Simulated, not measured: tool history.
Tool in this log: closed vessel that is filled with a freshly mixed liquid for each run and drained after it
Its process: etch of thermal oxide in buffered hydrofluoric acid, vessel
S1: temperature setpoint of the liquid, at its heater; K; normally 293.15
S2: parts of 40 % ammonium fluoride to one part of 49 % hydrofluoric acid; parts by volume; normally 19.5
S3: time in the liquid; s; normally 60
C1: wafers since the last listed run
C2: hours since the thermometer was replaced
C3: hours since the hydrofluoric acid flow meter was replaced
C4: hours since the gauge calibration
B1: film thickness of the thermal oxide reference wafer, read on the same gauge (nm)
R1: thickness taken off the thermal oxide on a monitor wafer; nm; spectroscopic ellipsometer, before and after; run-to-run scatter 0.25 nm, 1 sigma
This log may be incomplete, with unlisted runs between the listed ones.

run     day      S1    S2  S3    C1      C2     C3     C4      B1     R1
  1   0.000  293.15  19.5  60     0  2431.1  231.1  198.0  140.00  30.40
  2   0.658  293.15  19.5  60  1861  2446.9  246.9  213.8  139.99  30.39
  3   1.362  293.15  19.5  60  1991  2463.8  263.8  230.7  140.04  31.05
  4   2.058  293.15  19.5  60  1967  2480.5  280.5  247.4  140.01  30.70
  5   2.325  293.15  19.5  60   754  2486.9  286.9  253.8  140.00  30.80
  6   2.900  293.15  19.5  60  1625  2500.7  300.7  267.6  140.03  30.93
  7   3.592  293.15  19.5  60  1955  2517.3  317.3  284.2  140.00  30.71
  8   3.883  293.15  19.5  60   824  2524.3  324.3  291.2  139.98  30.96
  9   4.454  293.15  19.5  60  1614  2538.0  338.0  304.9  140.05  30.65
 10   5.025  293.15  19.5  60  1614  2551.7  351.7  318.6  140.00  30.92
 11   5.554  293.15  22.5  60  1496  2564.4  364.4  331.3  140.01  27.52
 12   6.067  293.15  22.5  60  1449  2576.7  376.7  343.6  140.01  27.21
 13   6.483  293.15  24.0  60  1178  2586.7  386.7  353.6  139.97  26.35
      6.688  -- thermometer replaced
      6.700  -- gauge calibrated
 14   6.975  293.15  24.0  60  1272     6.9  398.5    6.6  139.95  26.72
 15   7.621  293.15  24.0  60  1826    22.4  414.0   22.1  140.03  26.74
 16   7.917  290.15  26.0  40   836    29.5  421.1   29.2  140.02  14.30
 17   8.458  293.15  24.0  40  1531    42.5  434.1   42.2  139.98  17.34
 18   8.792  298.15  19.5  90   942    50.5  442.1   50.2  139.99  64.08
 19   9.500  294.65  22.5  60  2002    67.5  459.1   67.2  139.98  29.88
      9.650  -- hydrofluoric acid flow meter replaced
 20  10.067  293.15  19.5  60  1484    81.1   10.0   80.8  139.98  28.91
 21  10.646  293.15  19.5  60  1637    95.0   23.9   94.7  140.03  29.32
 22  10.933  290.15  19.5  60   812   101.9   30.8  101.6  139.96  24.26
 23  11.346  296.15  24.0  90  1166   111.8   40.7  111.5  140.03  43.90
 24  11.754  294.65  25.5  35  1154   121.6   50.5  121.3  139.99  15.12
 25  12.308  296.65  12.5  60  1567   134.9   63.8  134.6  139.98  54.73
 26  12.767  293.15  19.5  60  1296   145.9   74.8  145.6  140.04  28.91
 27  13.504  293.15  14.0  60  2085   163.6   92.5  163.3  139.99  41.05
 28  13.996  290.15  12.5  90  1390   175.4  104.3  175.1  140.05  58.33
 29  14.471  293.15  19.5  60  1343   186.8  115.7  186.5  139.97  29.59
 30  14.850  291.65  24.5  60  1072   195.9  124.8  195.6  140.01  22.85
 31  15.146  294.65  21.5  45   836   203.0  131.9  202.7  139.98  22.05

What differs in the tool's unlogged condition from the final listed run ahead of each entry between runs to the first listed run following it?
After run 13, before run 14: thermometer replaced (day 6.688); gauge calibrated (day 6.700)
  hydrofluoric acid flow above the setpoint (%): 11.2 -> 11.5
  the result without the hidden state subtracted from the measured one, R1: +1.86 -> +1.93 nm
After run 19, before run 20: hydrofluoric acid flow meter replaced (day 9.650)
  hydrofluoric acid flow above the setpoint (%): 13.2 -> 1.6
  the result without the hidden state subtracted from the measured one, R1: +2.49 -> +0.45 nm

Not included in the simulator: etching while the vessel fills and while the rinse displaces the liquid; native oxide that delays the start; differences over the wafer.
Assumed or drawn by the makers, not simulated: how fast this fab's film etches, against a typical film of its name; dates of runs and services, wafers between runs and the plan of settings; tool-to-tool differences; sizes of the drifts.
